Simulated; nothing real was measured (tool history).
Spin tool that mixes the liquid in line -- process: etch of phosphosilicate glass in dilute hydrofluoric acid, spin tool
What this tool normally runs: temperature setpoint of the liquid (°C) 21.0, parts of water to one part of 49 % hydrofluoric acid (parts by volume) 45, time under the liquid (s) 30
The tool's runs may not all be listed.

run   hour  temperature setpoint of the liquid (°C)  parts of water to one part of 49 % hydrofluoric acid (parts by volume)  time under the liquid (s)  read-back film thickness of the phosphosilicate glass reference wafer, read on the same gauge (nm)  thickness taken off the phosphosilicate glass on a monitor wafer (nm)
  1    0.0                                     21.0                                                                      45                         30                                                                                               40.00                                                                  94.08
  2   17.5                                     21.0                                                                      45                         30                                                                                               39.98                                                                  94.62
  3   52.5                                     21.0                                                                      35                         30                                                                                               39.96                                                                 122.65
  4   79.7                                     24.5                                                                      35                         30                                                                                               40.01                                                                 142.77
  5  115.3                                     24.5                                                                      35                         30                                                                                               39.99                                                                 143.99
  6  141.9                                     24.5                                                                      35                         30                                                                                               40.00                                                                 143.98
  7  177.3                                     21.0                                                                      45                         30                                                                                               40.01                                                                  96.04
  8  259.7                                     21.0                                                                      45                         30                                                                                               39.96                                                                  97.28
  9  282.5                                     21.0                                                                      45                         30                                                                                               40.01                                                                  96.94
     292.0  -- thermometer replaced
     297.7  -- gauge calibrated
 10  303.0                                     21.0                                                                      45                         15                                                                                               40.06                                                                  45.69
 11  327.0                                     21.0                                                                      45                         15                                                                                               40.00                                                                  45.35
 12  342.8                                     21.0                                                                      45                         30                                                                                               40.01                                                                  91.40
     394.3  -- hydrofluoric acid flow meter replaced
 13  435.4                                     21.0                                                                      45                         30                                                                                               40.01                                                                  94.30
 14  451.3                                     21.0                                                                      45                         30                                                                                               39.97                                                                  95.14
 15  478.7                                     18.0                                                                      45                         30                                                                                               40.01                                                                  83.75
 16  507.8                                     18.0                                                                      40                         35                                                                                               40.00                                                                 109.67
 17  526.8                                     21.0                                                                      25                         40                                                                                               40.01                                                                 230.56
 18  556.9                                     21.0                                                                      45                         30                                                                                               40.00                                                                  96.33
 19  587.5                                     21.0                                                                      45                         30                                                                                               40.02                                                                  94.79
 20  614.2                                     19.0                                                                      40                         45                                                                                               39.98                                                                 149.29
 21  641.9                                     25.0                                                                      25                         30                                                                                               39.99                                                                 209.19
 22  663.4                                     26.0                                                                      45                         30                                                                                               39.99                                                                 118.47
 23  690.0                                     26.0                                                                      45                         30                                                                                               39.96                                                                 118.07
 24  714.0                                     19.5                                                                      65                         15                                                                                               39.98                                                                  30.49
 25  726.8                                     26.0                                                                      45                         30                                                                                               40.01                                                                 118.29
 26  766.7                                     21.0                                                                      35                         40                                                                                               40.02                                                                 166.52
 27  799.9                                     21.0                                                                      45                         30                                                                                               39.99                                                                  97.29
 28  822.6                                     18.5                                                                      60                         15                                                                                               39.99                                                                  32.13
 29  838.1                                     21.0                                                                      65                         45                                                                                               40.00                                                                  98.99
 30  867.4                                     18.0                                                                      60                         40                                                                                               40.00                                                                  84.55
     889.4  -- gauge calibrated
 31  899.7                                     17.0                                                                      45                         30                                                                                               40.00                                                                  81.80
 32  945.4                                     19.0                                                                      45                         30                                                                                               40.00                                                                  89.46

Alternative continuations, all from the tool just after run 32; predict every row:
  A  945.8                                     21.0                                                                      45                         30                                                                                                   ?                                                                      ?
  B  945.8                                     25.0                                                                      55                         15                                                                                                   ?                                                                      ?
  C  945.8                                     24.5                                                                      45                         45                                                                                                   ?                                                                      ?
  D  945.8                                     21.0                                                                      35                         15                                                                                                   ?                                                                      ?

run  read-back film thickness of the phosphosilicate glass reference wafer, read on the same gauge (nm)  thickness taken off the phosphosilicate glass on a monitor wafer (nm)
  A                                                                                               40.03                                                                  98.29
  B                                                                                               40.03                                                                  46.71
  C                                                                                               40.03                                                                 170.27
  D                                                                                               40.03                                                                  64.03
What these runs would have given with no unlogged condition in the tool:
run  thickness taken off the phosphosilicate glass on a monitor wafer (nm)
  A                                                                  92.80
  B                                                                  44.24
  C                                                                 161.09
  D                                                                  60.40
